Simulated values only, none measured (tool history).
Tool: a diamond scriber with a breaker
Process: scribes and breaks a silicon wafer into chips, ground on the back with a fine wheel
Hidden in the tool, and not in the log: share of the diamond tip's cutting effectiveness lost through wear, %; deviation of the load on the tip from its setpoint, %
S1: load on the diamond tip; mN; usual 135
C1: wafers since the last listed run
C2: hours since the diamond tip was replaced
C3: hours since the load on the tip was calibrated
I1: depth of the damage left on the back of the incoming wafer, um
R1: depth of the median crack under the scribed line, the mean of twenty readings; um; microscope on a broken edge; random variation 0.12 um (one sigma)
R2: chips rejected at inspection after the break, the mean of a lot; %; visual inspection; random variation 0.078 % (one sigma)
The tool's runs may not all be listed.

{"run": 1, "hour": 0.0, "S1": 135, "C1": 0, "C2": 254, "C3": 1390.6, "I1": 1.99, "R1": 14.05, "R2": 1.28}
{"run": 2, "hour": 37.2, "S1": 135, "C1": 48, "C2": 291.2, "C3": 1427.8, "I1": 2.18, "R1": 14.02, "R2": 1.47}
{"run": 3, "hour": 95.3, "S1": 135, "C1": 76, "C2": 349.3, "C3": 1485.9, "I1": 2.05, "R1": 13.97, "R2": 1.41}
{"run": 4, "hour": 141.2, "S1": 135, "C1": 60, "C2": 395.2, "C3": 1531.8, "I1": 2.95, "R1": 14.22, "R2": 1.78}
{"hour": 168.0, "done": "load on the tip recalibrated"}
{"run": 5, "hour": 211.6, "S1": 135, "C1": 89, "C2": 465.6, "C3": 43.6, "I1": 2.81, "R1": 13.96, "R2": 1.74}
{"run": 6, "hour": 262.7, "S1": 135, "C1": 66, "C2": 516.7, "C3": 94.7, "I1": 1.59, "R1": 13.89, "R2": 1.25}
{"run": 7, "hour": 309.5, "S1": 151, "C1": 61, "C2": 563.5, "C3": 141.5, "I1": 1.67, "R1": 15.2, "R2": 1.87}
{"run": 8, "hour": 357.8, "S1": 147, "C1": 63, "C2": 611.8, "C3": 189.8, "I1": 2.04, "R1": 14.83, "R2": 1.77}
{"run": 9, "hour": 481.9, "S1": 107, "C1": 162, "C2": 735.9, "C3": 313.9, "I1": 2.18, "R1": 11.96, "R2": 5.94}
{"run": 10, "hour": 550.9, "S1": 107, "C1": 90, "C2": 804.9, "C3": 382.9, "I1": 2.94, "R1": 11.84, "R2": 6.01}
{"run": 11, "hour": 615.3, "S1": 107, "C1": 84, "C2": 869.3, "C3": 447.3, "I1": 1.61, "R1": 11.83, "R2": 4.83}
{"hour": 671.1, "done": "diamond tip replaced by a new one"}
{"run": 12, "hour": 671.6, "S1": 145, "C1": 71, "C2": 0.5, "C3": 503.6, "I1": 1.66, "R1": 14.52, "R2": 1.54}
{"run": 13, "hour": 736.2, "S1": 145, "C1": 84, "C2": 65.1, "C3": 568.2, "I1": 2.33, "R1": 14.74, "R2": 1.84}
{"run": 14, "hour": 797.6, "S1": 145, "C1": 80, "C2": 126.5, "C3": 629.6, "I1": 1.73, "R1": 14.96, "R2": 1.64}
{"run": 15, "hour": 855.6, "S1": 144, "C1": 75, "C2": 184.5, "C3": 687.6, "I1": 2.99, "R1": 14.6, "R2": 2.2}
{"run": 16, "hour": 908.2, "S1": 135, "C1": 68, "C2": 237.1, "C3": 740.2, "I1": 2.3, "R1": 14.26, "R2": 1.35}
{"run": 17, "hour": 946.4, "S1": 135, "C1": 50, "C2": 275.3, "C3": 778.4, "I1": 2.99, "R1": 13.93, "R2": 1.97}
{"run": 18, "hour": 997.4, "S1": 135, "C1": 66, "C2": 326.3, "C3": 829.4, "I1": 2.86, "R1": 13.93, "R2": 1.72}
{"run": 19, "hour": 1045.9, "S1": 115, "C1": 63, "C2": 374.8, "C3": 877.9, "I1": 2.94, "R1": 12.5, "R2": 4.12}
{"run": 20, "hour": 1100.2, "S1": 135, "C1": 71, "C2": 429.1, "C3": 932.2, "I1": 2.48, "R1": 14.16, "R2": 1.71}
{"run": 21, "hour": 1152.1, "S1": 119, "C1": 67, "C2": 481, "C3": 984.1, "I1": 2.71, "R1": 12.59, "R2": 3.14}
{"run": 22, "hour": 1198.5, "S1": 135, "C1": 60, "C2": 527.4, "C3": 1030.5, "I1": 1.79, "R1": 14.03, "R2": 1.22}
{"run": 23, "hour": 1226.2, "S1": 135, "C1": 36, "C2": 555.1, "C3": 1058.2, "I1": 1.72, "R1": 13.96, "R2": 1.34}
{"run": 24, "hour": 1274.3, "S1": 100, "C1": 63, "C2": 603.2, "C3": 1106.3, "I1": 1.82, "R1": 11.28, "R2": 7.14}
{"run": 25, "hour": 1330.5, "S1": 167, "C1": 73, "C2": 659.4, "C3": 1162.5, "I1": 2.96, "R1": 16.09, "R2": 4.89}
{"run": 26, "hour": 1380.1, "S1": 120, "C1": 64, "C2": 709, "C3": 1212.1, "I1": 2.39, "R1": 12.75, "R2": 2.79}
{"run": 27, "hour": 1426.9, "S1": 98, "C1": 61, "C2": 755.8, "C3": 1258.9, "I1": 1.95, "R1": 11.04, "R2": 9}
{"run": 28, "hour": 1458.0, "S1": 135, "C1": 40, "C2": 786.9, "C3": 1290, "I1": 1.96, "R1": 14.18, "R2": 1.23}
{"run": 29, "hour": 1496.2, "S1": 108, "C1": 50, "C2": 825.1, "C3": 1328.2, "I1": 1.6, "R1": 12.02, "R2": 4.54}
{"run": 30, "hour": 1540.2, "S1": 135, "C1": 57, "C2": 869.1, "C3": 1372.2, "I1": 1.75, "R1": 14.02, "R2": 1.34}
{"hour": 1558.9, "done": "diamond tip replaced by a new one"}
{"run": 31, "hour": 1587.0, "S1": 156, "C1": 58, "C2": 28.1, "C3": 1419, "I1": 2.41, "R1": 15.66, "R2": 2.69}
{"hour": 1604.3, "done": "load on the tip recalibrated"}
{"run": 32, "hour": 1619.1, "S1": 135, "C1": 39, "C2": 60.2, "C3": 14.8, "I1": 2.45, "R1": 13.91, "R2": 1.55}
{"run": 33, "hour": 1672.0, "S1": 135, "C1": 69, "C2": 113.1, "C3": 67.7, "I1": 1.78, "R1": 13.93, "R2": 1.28}
{"run": 34, "hour": 1718.7, "S1": 163, "C1": 61, "C2": 159.8, "C3": 114.4, "I1": 1.64, "R1": 16.13, "R2": 3.35}
{"run": 35, "hour": 1773.8, "S1": 101, "C1": 72, "C2": 214.9, "C3": 169.5, "I1": 2.69, "R1": 11.44, "R2": 7.75}
{"run": 36, "hour": 1807.5, "S1": 124, "C1": 44, "C2": 248.6, "C3": 203.2, "I1": 2.49, "R1": 13.34, "R2": 2.14}
{"run": 37, "hour": 1879.2, "S1": 97, "C1": 93, "C2": 320.3, "C3": 274.9, "I1": 2.3, "R1": 11.04, "R2": 9.16}
{"run": 38, "hour": 1925.1, "S1": 164, "C1": 60, "C2": 366.2, "C3": 320.8, "I1": 1.75, "R1": 15.87, "R2": 4.03}
{"run": 39, "hour": 1987.8, "S1": 153, "C1": 82, "C2": 428.9, "C3": 383.5, "I1": 2.64, "R1": 15.17, "R2": 2.77}
{"run": 40, "hour": 2020.2, "S1": 114, "C1": 42, "C2": 461.3, "C3": 415.9, "I1": 2.35, "R1": 12.56, "R2": 3.7}
{"run": 41, "hour": 2085.8, "S1": 96, "C1": 85, "C2": 526.9, "C3": 481.5, "I1": 2.16, "R1": 10.85, "R2": 9.11}
{"run": 42, "hour": 2118.2, "S1": 156, "C1": 42, "C2": 559.3, "C3": 513.9, "I1": 2.28, "R1": 15.39, "R2": 2.53}

Forecast each of these 4 alternatives for the next run:
{"run": "A", "hour": 2118.9, "S1": 172, "C1": 0, "C2": 560, "C3": 514.6, "I1": 1.91, "R1": "?", "R2": "?"}
{"run": "B", "hour": 2118.9, "S1": 168, "C1": 0, "C2": 560, "C3": 514.6, "I1": 1.91, "R1": "?", "R2": "?"}
{"run": "C", "hour": 2118.9, "S1": 146, "C1": 0, "C2": 560, "C3": 514.6, "I1": 1.91, "R1": "?", "R2": "?"}
{"run": "D", "hour": 2118.9, "S1": 122, "C1": 0, "C2": 560, "C3": 514.6, "I1": 1.91, "R1": "?", "R2": "?"}

run=A R1=16.84 R2=5.13
run=B R1=16.56 R2=4.44
run=C R1=15.02 R2=1.72
run=D R1=13.23 R2=2.1
Without the tool's hidden state the same runs would have given:
run=A R1=16.84 R2=5.13
run=B R1=16.56 R2=4.44
run=C R1=15.02 R2=1.72
run=D R1=13.23 R2=2.1
